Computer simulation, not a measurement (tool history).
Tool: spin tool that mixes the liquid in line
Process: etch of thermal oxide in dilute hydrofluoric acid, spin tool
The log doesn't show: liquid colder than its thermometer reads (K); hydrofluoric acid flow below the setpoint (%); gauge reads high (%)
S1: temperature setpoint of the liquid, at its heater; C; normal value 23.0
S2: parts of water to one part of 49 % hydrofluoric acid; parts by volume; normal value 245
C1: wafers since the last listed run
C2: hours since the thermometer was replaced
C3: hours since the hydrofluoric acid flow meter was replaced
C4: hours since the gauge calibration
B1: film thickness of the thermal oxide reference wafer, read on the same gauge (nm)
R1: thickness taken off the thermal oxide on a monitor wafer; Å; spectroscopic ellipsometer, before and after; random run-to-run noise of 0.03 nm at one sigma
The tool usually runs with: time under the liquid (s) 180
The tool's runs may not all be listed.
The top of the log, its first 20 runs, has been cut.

{"run": 21, "day": 14.392, "S1": 27.0, "S2": 245, "time under the liquid (s)": 180, "C1": 48, "C2": 155.8, "C3": 38.7, "C4": 151.2, "B1": 40.021, "R1": 30.1}
{"run": 22, "day": 14.746, "S1": 18.5, "S2": 245, "time under the liquid (s)": 95, "C1": 48, "C2": 164.3, "C3": 47.2, "C4": 159.7, "B1": 39.981, "R1": 11.7}
{"run": 23, "day": 15.446, "S1": 23.0, "S2": 245, "time under the liquid (s)": 180, "C1": 96, "C2": 181.1, "C3": 64.0, "C4": 176.5, "B1": 39.999, "R1": 26.61}
{"run": 24, "day": 15.712, "S1": 20.0, "S2": 135, "time under the liquid (s)": 180, "C1": 36, "C2": 187.5, "C3": 70.4, "C4": 182.9, "B1": 40.018, "R1": 48.81}
{"run": 25, "day": 16.033, "S1": 19.5, "S2": 335, "time under the liquid (s)": 235, "C1": 44, "C2": 195.2, "C3": 78.1, "C4": 190.6, "B1": 40.012, "R1": 20.11}
{"run": 26, "day": 16.512, "S1": 23.0, "S2": 245, "time under the liquid (s)": 180, "C1": 65, "C2": 206.7, "C3": 89.6, "C4": 202.1, "B1": 39.99, "R1": 26.49}
{"run": 27, "day": 17.054, "S1": 23.0, "S2": 245, "time under the liquid (s)": 180, "C1": 74, "C2": 219.7, "C3": 102.6, "C4": 215.1, "B1": 39.979, "R1": 26.06}
{"run": 28, "day": 17.433, "S1": 23.0, "S2": 365, "time under the liquid (s)": 95, "C1": 52, "C2": 228.8, "C3": 111.7, "C4": 224.2, "B1": 39.98, "R1": 8.41}
{"run": 29, "day": 18.121, "S1": 23.0, "S2": 210, "time under the liquid (s)": 180, "C1": 94, "C2": 245.3, "C3": 128.2, "C4": 240.7, "B1": 39.994, "R1": 31.8}
{"run": 30, "day": 18.425, "S1": 21.5, "S2": 295, "time under the liquid (s)": 235, "C1": 41, "C2": 252.6, "C3": 135.5, "C4": 248.0, "B1": 40.005, "R1": 25.44}

Branching from run 30: 4 alternative next runs. What would each branch give?
{"run": "A", "day": 18.446, "S1": 27.5, "S2": 245, "time under the liquid (s)": 180, "C1": 2, "C2": 253.1, "C3": 136.0, "C4": 248.5, "B1": "?", "R1": "?"}
{"run": "B", "day": 18.446, "S1": 28.0, "S2": 340, "time under the liquid (s)": 90, "C1": 2, "C2": 253.1, "C3": 136.0, "C4": 248.5, "B1": "?", "R1": "?"}
{"run": "C", "day": 18.446, "S1": 23.0, "S2": 245, "time under the liquid (s)": 125, "C1": 2, "C2": 253.1, "C3": 136.0, "C4": 248.5, "B1": "?", "R1": "?"}
{"run": "D", "day": 18.446, "S1": 18.5, "S2": 245, "time under the liquid (s)": 180, "C1": 2, "C2": 253.1, "C3": 136.0, "C4": 248.5, "B1": "?", "R1": "?"}

run=A B1=39.997 R1=30.73
run=B B1=39.997 R1=10.20
run=C B1=39.997 R1=18.17
run=D B1=39.997 R1=22.08
With no hidden state in the tool, these same runs would have given:
run=A R1=31.68
run=B R1=10.49
run=C R1=18.76
run=D R1=22.84
